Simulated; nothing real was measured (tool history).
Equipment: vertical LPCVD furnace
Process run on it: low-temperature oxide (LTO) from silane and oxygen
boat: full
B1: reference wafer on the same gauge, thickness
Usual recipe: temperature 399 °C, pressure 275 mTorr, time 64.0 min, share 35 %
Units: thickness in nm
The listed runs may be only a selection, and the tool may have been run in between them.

{"run": 1, "day": 0.0, "temperature": 399, "pressure": 230, "time": 64.0, "share": 35, "B1": 626.41, "thickness": 514.73}
{"run": 2, "day": 1.483, "temperature": 405, "pressure": 275, "time": 64.0, "share": 35, "B1": 625.97, "thickness": 662.18}
{"run": 3, "day": 2.129, "temperature": 405, "pressure": 275, "time": 64.0, "share": 35, "B1": 626.18, "thickness": 663.05}
{"run": 4, "day": 3.208, "temperature": 399, "pressure": 295, "time": 80.0, "share": 35, "B1": 625.98, "thickness": 830.01}
{"day": 3.821, "done": "gauge calibrated"}
{"run": 5, "day": 4.192, "temperature": 399, "pressure": 295, "time": 80.0, "share": 35, "B1": 626.49, "thickness": 829.12}
{"run": 6, "day": 5.288, "temperature": 407, "pressure": 275, "time": 64.0, "share": 34, "B1": 626.31, "thickness": 651.01}
{"run": 7, "day": 6.179, "temperature": 407, "pressure": 275, "time": 64.0, "share": 34, "B1": 626.51, "thickness": 651.56}
{"run": 8, "day": 7.138, "temperature": 399, "pressure": 290, "time": 64.0, "share": 35, "B1": 626.1, "thickness": 651.8}
{"run": 9, "day": 7.954, "temperature": 399, "pressure": 325, "time": 64.0, "share": 35, "B1": 626.42, "thickness": 738.34}
{"run": 10, "day": 9.246, "temperature": 399, "pressure": 325, "time": 64.0, "share": 35, "B1": 625.71, "thickness": 737.64}
{"run": 11, "day": 11.833, "temperature": 399, "pressure": 325, "time": 64.0, "share": 35, "B1": 626.12, "thickness": 733.16}
{"run": 12, "day": 12.338, "temperature": 399, "pressure": 275, "time": 64.0, "share": 35, "B1": 626.1, "thickness": 616.41}
{"day": 14.208, "done": "thermocouples replaced and temperature profile calibrated"}
{"run": 13, "day": 14.229, "temperature": 399, "pressure": 275, "time": 64.0, "share": 35, "B1": 626.12, "thickness": 617.02}
{"run": 14, "day": 14.433, "temperature": 399, "pressure": 275, "time": 64.0, "share": 35, "B1": 626.41, "thickness": 611.49}
{"run": 15, "day": 14.962, "temperature": 399, "pressure": 275, "time": 59.0, "share": 35, "B1": 626.03, "thickness": 568.23}
{"day": 17.192, "done": "silane flow controller replaced"}
{"run": 16, "day": 17.212, "temperature": 399, "pressure": 275, "time": 64.0, "share": 35, "B1": 626.03, "thickness": 612.84}
{"run": 17, "day": 17.371, "temperature": 407, "pressure": 275, "time": 64.0, "share": 35, "B1": 625.98, "thickness": 673.81}
{"run": 18, "day": 17.738, "temperature": 399, "pressure": 275, "time": 84.0, "share": 32, "B1": 626.23, "thickness": 714.86}
{"run": 19, "day": 18.667, "temperature": 399, "pressure": 245, "time": 74.5, "share": 30, "B1": 625.3, "thickness": 512.02}
{"run": 20, "day": 19.421, "temperature": 394, "pressure": 230, "time": 56.5, "share": 31, "B1": 626.06, "thickness": 356.73}
{"run": 21, "day": 20.104, "temperature": 399, "pressure": 240, "time": 64.0, "share": 35, "B1": 625.91, "thickness": 527.51}
{"day": 22.342, "done": "pressure gauge zeroed"}
{"run": 22, "day": 22.362, "temperature": 394, "pressure": 240, "time": 64.0, "share": 39, "B1": 625.3, "thickness": 607.58}
{"day": 23.921, "done": "gauge calibrated"}
{"run": 23, "day": 25.392, "temperature": 399, "pressure": 275, "time": 79.5, "share": 35, "B1": 626.64, "thickness": 792.67}
{"run": 24, "day": 26.404, "temperature": 407, "pressure": 275, "time": 64.0, "share": 35, "B1": 626.42, "thickness": 699.09}
{"run": 25, "day": 27.333, "temperature": 392, "pressure": 205, "time": 52.0, "share": 40, "B1": 625.81, "thickness": 424.04}
{"run": 26, "day": 27.871, "temperature": 399, "pressure": 245, "time": 64.0, "share": 35, "B1": 626.1, "thickness": 564.56}
{"run": 27, "day": 29.075, "temperature": 399, "pressure": 275, "time": 79.0, "share": 31, "B1": 626.5, "thickness": 667.04}
{"run": 28, "day": 30.083, "temperature": 399, "pressure": 275, "time": 83.0, "share": 35, "B1": 626.27, "thickness": 831.98}
{"run": 29, "day": 31.35, "temperature": 399, "pressure": 275, "time": 64.0, "share": 35, "B1": 625.77, "thickness": 640.24}
{"run": 30, "day": 32.312, "temperature": 399, "pressure": 275, "time": 73.0, "share": 35, "B1": 626.36, "thickness": 730.04}
{"run": 31, "day": 33.683, "temperature": 392, "pressure": 275, "time": 64.0, "share": 35, "B1": 626.4, "thickness": 586.04}

Exercise: give the hidden state of the tool at every run:
true tube temperature minus thermocouple reading, K: 0 in every run
deviation of the silane flow from its setpoint, %: 0 in every run
gauge reads high (%): 0 in every run
H1: true pressure minus gauge reading, mTorr
run=1 H1=-10.8
run=2 H1=-11
run=3 H1=-11.1
run=4 H1=-11.3
run=5 H1=-11.4
run=6 H1=-11.6
run=7 H1=-11.7
run=8 H1=-11.8
run=9 H1=-11.9
run=10 H1=-12.1
run=11 H1=-12.5
run=12 H1=-12.6
run=13 H1=-12.8
run=14 H1=-12.9
run=15 H1=-12.9
run=16 H1=-13.3
run=17 H1=-13.3
run=18 H1=-13.4
run=19 H1=-13.5
run=20 H1=-13.6
run=21 H1=-13.7
run=22 H1=-2.84
run=23 H1=-2.85
run=24 H1=-2.85
run=25 H1=-2.85
run=26 H1=-2.85
run=27 H1=-2.86
run=28 H1=-2.86
run=29 H1=-2.87
run=30 H1=-2.88
run=31 H1=-2.89
